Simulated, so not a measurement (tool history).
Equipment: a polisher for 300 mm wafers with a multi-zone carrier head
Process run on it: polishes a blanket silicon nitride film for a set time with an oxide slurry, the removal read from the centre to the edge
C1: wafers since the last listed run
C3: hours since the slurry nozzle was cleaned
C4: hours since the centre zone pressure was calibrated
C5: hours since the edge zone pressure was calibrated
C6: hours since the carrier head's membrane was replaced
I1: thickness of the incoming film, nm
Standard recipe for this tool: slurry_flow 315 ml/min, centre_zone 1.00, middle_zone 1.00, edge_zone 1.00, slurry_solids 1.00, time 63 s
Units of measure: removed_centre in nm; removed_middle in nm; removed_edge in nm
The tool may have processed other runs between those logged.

run 1 day=0.000 | slurry_flow=315 centre_zone=1.00 middle_zone=1.00 edge_zone=1.00 slurry_solids=1.00 time=63 | C1=0 wafers_polished_on_this_pad=412 C3=757.7 C4=1146.4 C5=398.1 C6=1715.0 | I1=632.9 | removed_centre=41.6 removed_middle=43.6 removed_edge=45.2
run 2 day=0.454 | slurry_flow=315 centre_zone=1.00 middle_zone=1.00 edge_zone=1.00 slurry_solids=1.00 time=72 | C1=113 wafers_polished_on_this_pad=526 C3=768.6 C4=1157.3 C5=409.0 C6=1725.9 | I1=643.0 | removed_centre=47.7 removed_middle=50.2 removed_edge=51.5
-- day=1.058 worn pad replaced by a new one
run 3 day=2.179 | slurry_flow=315 centre_zone=1.00 middle_zone=1.00 edge_zone=1.00 slurry_solids=1.00 time=72 | C1=389 wafers_polished_on_this_pad=280 C3=810.0 C4=1198.7 C5=450.4 C6=1767.3 | I1=635.6 | removed_centre=48.7 removed_middle=50.0 removed_edge=51.4
run 4 day=2.675 | slurry_flow=315 centre_zone=1.00 middle_zone=1.00 edge_zone=1.06 slurry_solids=1.00 time=63 | C1=123 wafers_polished_on_this_pad=403 C3=821.9 C4=1210.6 C5=462.3 C6=1779.2 | I1=629.7 | removed_centre=42.4 removed_middle=44.2 removed_edge=46.3
-- day=2.958 slurry nozzle cleaned
-- day=3.854 worn pad replaced by a new one, of another model than before
run 5 day=4.150 | slurry_flow=315 centre_zone=1.00 middle_zone=1.00 edge_zone=1.06 slurry_solids=1.00 time=63 | C1=316 wafers_polished_on_this_pad=74 C3=28.6 C4=1246.0 C5=497.7 C6=1814.6 | I1=633.4 | removed_centre=44.5 removed_middle=45.4 removed_edge=48.3
run 6 day=4.604 | slurry_flow=315 centre_zone=1.00 middle_zone=1.00 edge_zone=1.00 slurry_solids=1.00 time=63 | C1=113 wafers_polished_on_this_pad=187 C3=39.5 C4=1256.9 C5=508.6 C6=1825.5 | I1=640.3 | removed_centre=44.0 removed_middle=45.9 removed_edge=47.0
-- day=5.542 centre zone pressure recalibrated
run 7 day=6.100 | slurry_flow=315 centre_zone=1.00 middle_zone=1.00 edge_zone=1.00 slurry_solids=1.00 time=63 | C1=352 wafers_polished_on_this_pad=540 C3=75.4 C4=13.4 C5=544.5 C6=1861.4 | I1=635.3 | removed_centre=43.8 removed_middle=45.3 removed_edge=46.1
-- day=6.400 worn pad replaced by a new one
run 8 day=6.479 | slurry_flow=315 centre_zone=1.00 middle_zone=1.00 edge_zone=1.00 slurry_solids=1.00 time=63 | C1=53 wafers_polished_on_this_pad=20 C3=84.5 C4=22.5 C5=553.6 C6=1870.5 | I1=625.2 | removed_centre=43.6 removed_middle=45.4 removed_edge=45.5
-- day=7.242 carrier head's membrane replaced by a new one
run 9 day=7.262 | slurry_flow=315 centre_zone=1.00 middle_zone=1.00 edge_zone=1.00 slurry_solids=1.00 time=63 | C1=143 wafers_polished_on_this_pad=163 C3=103.3 C4=41.3 C5=572.4 C6=0.5 | I1=633.2 | removed_centre=43.7 removed_middle=45.0 removed_edge=46.2
run 10 day=7.888 | slurry_flow=315 centre_zone=1.00 middle_zone=1.00 edge_zone=1.00 slurry_solids=1.00 time=63 | C1=156 wafers_polished_on_this_pad=319 C3=118.3 C4=56.3 C5=587.4 C6=15.5 | I1=620.5 | removed_centre=43.9 removed_middle=45.4 removed_edge=46.3
run 11 day=8.146 | slurry_flow=315 centre_zone=1.00 middle_zone=1.00 edge_zone=1.05 slurry_solids=1.00 time=42 | C1=64 wafers_polished_on_this_pad=384 C3=124.5 C4=62.5 C5=593.6 C6=21.7 | I1=639.8 | removed_centre=28.7 removed_middle=29.8 removed_edge=31.4
run 12 day=8.608 | slurry_flow=315 centre_zone=1.00 middle_zone=1.00 edge_zone=1.00 slurry_solids=1.00 time=63 | C1=115 wafers_polished_on_this_pad=499 C3=135.6 C4=73.6 C5=604.7 C6=32.8 | I1=629.1 | removed_centre=42.7 removed_middle=44.1 removed_edge=45.8
-- day=8.929 edge zone pressure recalibrated
run 13 day=9.067 | slurry_flow=315 centre_zone=1.00 middle_zone=0.97 edge_zone=1.00 slurry_solids=1.20 time=63 | C1=93 wafers_polished_on_this_pad=593 C3=146.6 C4=84.6 C5=3.3 C6=43.8 | I1=623.0 | removed_centre=47.0 removed_middle=47.6 removed_edge=49.9
-- day=9.254 worn pad replaced by a new one
run 14 day=9.396 | slurry_flow=315 centre_zone=0.90 middle_zone=1.07 edge_zone=1.00 slurry_solids=1.00 time=63 | C1=40 wafers_polished_on_this_pad=35 C3=154.5 C4=92.5 C5=11.2 C6=51.7 | I1=623.8 | removed_centre=38.4 removed_middle=47.3 removed_edge=45.5
run 15 day=9.792 | slurry_flow=315 centre_zone=0.95 middle_zone=1.04 edge_zone=1.00 slurry_solids=1.00 time=63 | C1=98 wafers_polished_on_this_pad=133 C3=164.0 C4=102.0 C5=20.7 C6=61.2 | I1=636.2 | removed_centre=40.2 removed_middle=46.2 removed_edge=45.7
run 16 day=10.192 | slurry_flow=315 centre_zone=1.00 middle_zone=1.00 edge_zone=1.00 slurry_solids=1.00 time=63 | C1=99 wafers_polished_on_this_pad=233 C3=173.6 C4=111.6 C5=30.3 C6=70.8 | I1=636.9 | removed_centre=42.9 removed_middle=44.0 removed_edge=45.2
run 17 day=10.475 | slurry_flow=315 centre_zone=0.92 middle_zone=1.00 edge_zone=1.00 slurry_solids=0.75 time=73 | C1=70 wafers_polished_on_this_pad=304 C3=180.4 C4=118.4 C5=37.1 C6=77.6 | I1=634.6 | removed_centre=37.7 removed_middle=42.8 removed_edge=43.0
run 18 day=10.950 | slurry_flow=270 centre_zone=1.00 middle_zone=1.06 edge_zone=0.94 slurry_solids=1.00 time=63 | C1=118 wafers_polished_on_this_pad=423 C3=191.8 C4=129.8 C5=48.5 C6=89.0 | I1=622.1 | removed_centre=40.1 removed_middle=44.2 removed_edge=42.0

What does the tool deliver on the next run?
run 19 day=11.321 | slurry_flow=315 centre_zone=1.00 middle_zone=1.00 edge_zone=1.00 slurry_solids=1.00 time=63 | C1=92 wafers_polished_on_this_pad=515 C3=200.7 C4=138.7 C5=57.4 C6=97.9 | I1=630.6 | removed_centre=? removed_middle=? removed_edge=?

{"run 19": {"removed_centre": 41.9, "removed_middle": 43.8, "removed_edge": 45.3}}
If the tool had no hidden condition, the same run with the same run-to-run variation would have returned removed_centre 45.0 nm, removed_middle 46.7 nm, removed_edge 47.6 nm.
